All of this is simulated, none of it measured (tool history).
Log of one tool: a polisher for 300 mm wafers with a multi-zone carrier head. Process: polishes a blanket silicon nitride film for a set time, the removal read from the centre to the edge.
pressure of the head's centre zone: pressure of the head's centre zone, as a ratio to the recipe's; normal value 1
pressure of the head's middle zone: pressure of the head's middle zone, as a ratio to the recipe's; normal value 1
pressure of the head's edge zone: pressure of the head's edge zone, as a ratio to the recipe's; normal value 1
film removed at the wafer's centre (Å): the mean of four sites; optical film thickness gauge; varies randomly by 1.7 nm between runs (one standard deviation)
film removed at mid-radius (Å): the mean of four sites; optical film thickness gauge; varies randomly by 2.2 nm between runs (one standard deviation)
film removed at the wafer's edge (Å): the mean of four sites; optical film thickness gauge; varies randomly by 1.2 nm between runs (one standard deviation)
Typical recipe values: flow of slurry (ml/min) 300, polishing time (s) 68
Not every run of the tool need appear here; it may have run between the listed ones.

run	hour	flow of slurry (ml/min)	pressure of the head's centre zone	pressure of the head's middle zone	pressure of the head's edge zone	polishing time (s)	wafers since the last listed run	wafers polished on this pad	hours since the slurry nozzle was cleaned	hours since the centre zone pressure was calibrated	hours since the edge zone pressure was calibrated	hours since the carrier head's membrane was replaced	incoming thickness of the incoming film, nm	film removed at the wafer's centre (Å)	film removed at mid-radius (Å)	film removed at the wafer's edge (Å)
1	0	300	1	1	1	68	0	928	619.1	234	733.6	792.5	558.8	1381	1375	1434
2	20.6	300	1	1	1	68	246	1175	639.7	254.6	754.2	813.1	565.7	1375	1387	1453
3	47	300	1	1	1	68	315	1490	666.1	281	780.6	839.5	553.1	1369	1425	1417
4	73.8	300	1	1	1	68	320	1810	692.9	307.8	807.4	866.3	566.2	1391	1442	1429
# hour 90.1: worn pad replaced by a new one
5	90.6	300	1	1	1	68	152	5	709.7	324.6	824.2	883.1	560	1399	1394	1411
6	104.5	300	1	1	1	68	166	171	723.6	338.5	838.1	897	570	1375	1404	1397
7	118	245	1	1	1	68	161	333	737.1	352	851.6	910.5	553.7	1326	1380	1389
8	168.5	300	1	1	1	68	603	936	787.6	402.5	902.1	961	571.3	1369	1404	1401
9	185	250	1	1	0.9	68	197	1133	804.1	419	918.6	977.5	562.2	1344	1379	1326
# hour 195.2: slurry nozzle cleaned
10	208.9	300	1	0.95	1	68	273	1407	13.7	442.9	942.5	1001.4	560.9	1463	1395	1476
11	242.7	300	1	1	1	54	403	1811	47.5	476.7	976.3	1035.2	565.2	1154	1145	1161
# hour 250.2: worn pad replaced by a new one
12	277.8	200	1.04	1	1.03	68	371	329	82.6	511.8	1011.4	1070.3	567.1	1385	1321	1451
13	313.4	300	1	1	0.91	68	425	754	118.2	547.4	1047	1105.9	555.1	1408	1445	1402
14	345	300	1	1	0.93	68	377	1132	149.8	579	1078.6	1137.5	567	1445	1420	1409
# hour 365.9: centre zone pressure recalibrated
15	380.4	330	1	1	1	68	399	1531	185.2	14.5	1114	1172.9	561.3	1423	1429	1458
# hour 385.1: worn pad replaced by a new one
16	394.2	400	1	1	1	49	117	109	199	28.3	1127.8	1186.7	569.1	1059	1060	1072
# hour 399.2: edge zone pressure recalibrated
17	413.2	300	1	0.93	1	68	203	312	218	47.3	14	1205.7	555	1402	1311	1440
18	433.2	300	1	1	1	68	238	551	238	67.3	34	1225.7	559.1	1399	1400	1432

Expected results for the next run?
# hour 442.8: carrier head's membrane replaced by a new one
19	463.4	200	1	1.12	1	68	301	852	268.2	97.5	64.2	20.6	561.7	?	?	?

film removed at the wafer's centre (Å): 1288
film removed at mid-radius (Å): 1430
film removed at the wafer's edge (Å): 1351
On a tool with no hidden condition, and with the same random variation, this run would have come out at film removed at the wafer's centre (Å) 1413, film removed at mid-radius (Å) 1551, film removed at the wafer's edge (Å) 1433.
